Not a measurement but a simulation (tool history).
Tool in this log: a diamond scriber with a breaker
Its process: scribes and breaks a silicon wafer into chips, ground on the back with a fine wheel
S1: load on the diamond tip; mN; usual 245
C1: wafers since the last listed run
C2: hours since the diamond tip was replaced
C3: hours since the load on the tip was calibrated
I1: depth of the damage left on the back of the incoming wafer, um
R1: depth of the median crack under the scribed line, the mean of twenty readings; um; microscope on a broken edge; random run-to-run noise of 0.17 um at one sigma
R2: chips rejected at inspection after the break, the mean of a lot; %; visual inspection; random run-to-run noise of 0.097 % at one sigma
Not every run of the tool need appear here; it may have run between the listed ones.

| run | hour | S1 | C1 | C2 | C3 | I1 | R1 | R2 |
|---|---|---|---|---|---|---|---|---|
| 1 | 0.0 | 245 | 0 | 802.4 | 840.6 | 1.73 | 7.98 | 5.44 |
| 2 | 51.2 | 245 | 350 | 853.6 | 891.8 | 1.95 | 7.72 | 5.80 |
| 3 | 116.7 | 245 | 448 | 919.1 | 957.3 | 1.55 | 7.89 | 6.01 |
| 4 | 155.3 | 245 | 264 | 957.7 | 995.9 | 1.68 | 7.51 | 6.79 |
| 5 | 202.9 | 245 | 325 | 1005.3 | 1043.5 | 2.87 | 7.57 | 10.60 |
| 6 | 247.1 | 245 | 302 | 1049.5 | 1087.7 | 2.97 | 7.69 | 11.68 |
|  | 345.3 | diamond tip replaced by a new one |
| 7 | 532.8 | 304 | 1942 | 187.5 | 1373.4 | 2.99 | 9.03 | 4.61 |
| 8 | 610.6 | 304 | 532 | 265.3 | 1451.2 | 1.62 | 8.96 | 2.06 |
| 9 | 655.3 | 304 | 305 | 310.0 | 1495.9 | 2.10 | 8.76 | 2.54 |
| 10 | 718.4 | 192 | 431 | 373.1 | 1559.0 | 2.91 | 6.16 | 29.99 |
| 11 | 784.5 | 192 | 452 | 439.2 | 1625.1 | 1.58 | 6.02 | 27.94 |
| 12 | 842.5 | 192 | 397 | 497.2 | 1683.1 | 2.41 | 5.98 | 34.35 |
| 13 | 896.7 | 278 | 371 | 551.4 | 1737.3 | 1.54 | 7.84 | 4.40 |
| 14 | 1002.3 | 278 | 722 | 657.0 | 1842.9 | 2.27 | 7.63 | 6.93 |
|  | 1054.2 | load on the tip recalibrated |
| 15 | 1056.8 | 278 | 359 | 711.5 | 2.6 | 3.00 | 9.07 | 4.65 |
| 16 | 1117.7 | 210 | 416 | 772.4 | 63.5 | 2.40 | 7.39 | 14.43 |
| 17 | 1211.1 | 192 | 639 | 865.8 | 156.9 | 2.34 | 6.48 | 22.95 |
| 18 | 1298.2 | 298 | 596 | 952.9 | 244.0 | 1.60 | 9.22 | 2.19 |

For run 19, what comes out?
|  | 1311.9 | diamond tip replaced by a new one |
| 19 | 1355.9 | 245 | 381 | 44.0 | 301.7 | 2.71 | ? | ? |

Run 19 gave R1 8.64 um, R2 4.37 %.
With the hidden condition absent and the run-to-run variation left alone, this run would have shown R1 8.92 um, R2 3.91 %.

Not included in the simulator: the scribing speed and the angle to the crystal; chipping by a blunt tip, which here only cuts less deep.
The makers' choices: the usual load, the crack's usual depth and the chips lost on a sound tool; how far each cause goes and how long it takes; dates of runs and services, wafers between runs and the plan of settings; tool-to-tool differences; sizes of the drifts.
